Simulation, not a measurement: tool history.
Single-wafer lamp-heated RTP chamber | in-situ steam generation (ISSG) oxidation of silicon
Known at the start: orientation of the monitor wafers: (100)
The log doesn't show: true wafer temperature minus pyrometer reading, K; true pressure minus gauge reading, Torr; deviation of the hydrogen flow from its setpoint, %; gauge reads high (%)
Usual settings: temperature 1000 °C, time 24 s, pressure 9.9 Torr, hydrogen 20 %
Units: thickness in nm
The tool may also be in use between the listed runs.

run     day  temperature  time  pressure  hydrogen  wafers since the last listed run  wafers since the last pyrometer calibration  hours since the pressure gauge was zeroed  hours since the hydrogen flow controller was replaced  hours since the gauge calibration  read-back reference wafer on the same gauge, thickness  thickness
  1       0         1000    24       9.9        20                                 0                                         5165                                     2254.6                                                 3155.4                              227.8                                                   5.444      6.124
      0.088  -- pyrometer window cleaned and pyrometer calibrated
  2   1.862         1000    24       9.9        20                               591                                          591                                     2299.3                                                 3200.1                              272.5                                                   5.444      5.832
  3   4.746         1000    24       9.9        20                               960                                         1552                                     2368.5                                                 3269.3                              341.7                                                   5.447      5.843
  4   6.717         1000    24       9.9        20                               656                                         2208                                     2415.8                                                 3316.6                                389                                                   5.451      5.923
  5   9.429         1000    24       9.9        20                               903                                         3112                                     2480.9                                                 3381.7                              454.1                                                   5.448      5.938
  6  12.271         1000    21      10.2        20                               946                                         4059                                     2549.1                                                 3449.9                              522.3                                                   5.453      5.577
  7  14.221         1012    24       9.9        20                               649                                         4709                                     2595.9                                                 3496.7                              569.1                                                    5.45      6.528
     15.679  -- pyrometer window cleaned and pyrometer calibrated
  8  17.204         1012    24       9.9        20                               882                                          507                                     2667.5                                                 3568.3                              640.7                                                   5.446      6.087
     17.679  -- pressure gauge zeroed
  9  18.842         1000    24      10.2        23                               434                                          942                                       27.9                                                 3607.6                                680                                                   5.459      5.901
 10  20.854         1000    24       9.9        20                               670                                         1613                                       76.2                                                 3655.9                              728.3                                                   5.459      5.825
 11   23.75         1000    24      10.2        20                               964                                         2577                                      145.7                                                 3725.4                              797.8                                                    5.45      5.808
 12   25.25         1019    33       9.9        20                               499                                         3077                                      181.7                                                 3761.4                              833.8                                                   5.449      7.601
 13  27.562          987    31       9.3        15                               770                                         3848                                      237.2                                                 3816.9                              889.3                                                   5.455      6.138
 14  29.238         1000    24       9.9        20                               558                                         4406                                      277.4                                                 3857.1                              929.5                                                   5.447      5.993
     30.817  -- gauge calibrated
     31.108  -- pyrometer window cleaned and pyrometer calibrated
 15  31.529         1000    24       9.9        20                               652                                          139                                      332.4                                                 3912.1                               17.1                                                   5.448      5.825
     33.821  -- hydrogen flow controller replaced
 16  37.333         1019    24      10.2        25                              1822                                         1962                                      471.7                                                   84.3                              156.4                                                    5.45      6.599
 17  45.262         1007    24      10.2        20                              2642                                         4604                                        662                                                  274.6                              346.7                                                   5.445      6.233

5 ways to go on from here, each from the tool as it stands after run 17. What would each give?
  A  45.279         1000    24       9.9        20                                 1                                         4605                                      662.4                                                    275                              347.1                                                       ?          ?
  B  45.279          993    32       9.9        14                                 1                                         4605                                      662.4                                                    275                              347.1                                                       ?          ?
  C  45.279         1000    24       9.9        13                                 1                                         4605                                      662.4                                                    275                              347.1                                                       ?          ?
  D  45.279         1019    24       9.9        20                                 1                                         4605                                      662.4                                                    275                              347.1                                                       ?          ?
  E  45.279         1000    29      10.2        23                                 1                                         4605                                      662.4                                                    275                              347.1                                                       ?          ?

run  read-back reference wafer on the same gauge, thickness  thickness
  A                                                   5.456      6.068
  B                                                   5.456      6.329
  C                                                   5.456      5.557
  D                                                   5.456       6.65
  E                                                   5.456      6.827
Without the tool's hidden state the same runs would have given:
run  thickness
  A      5.784
  B      6.027
  C      5.298
  D      6.303
  E      6.493

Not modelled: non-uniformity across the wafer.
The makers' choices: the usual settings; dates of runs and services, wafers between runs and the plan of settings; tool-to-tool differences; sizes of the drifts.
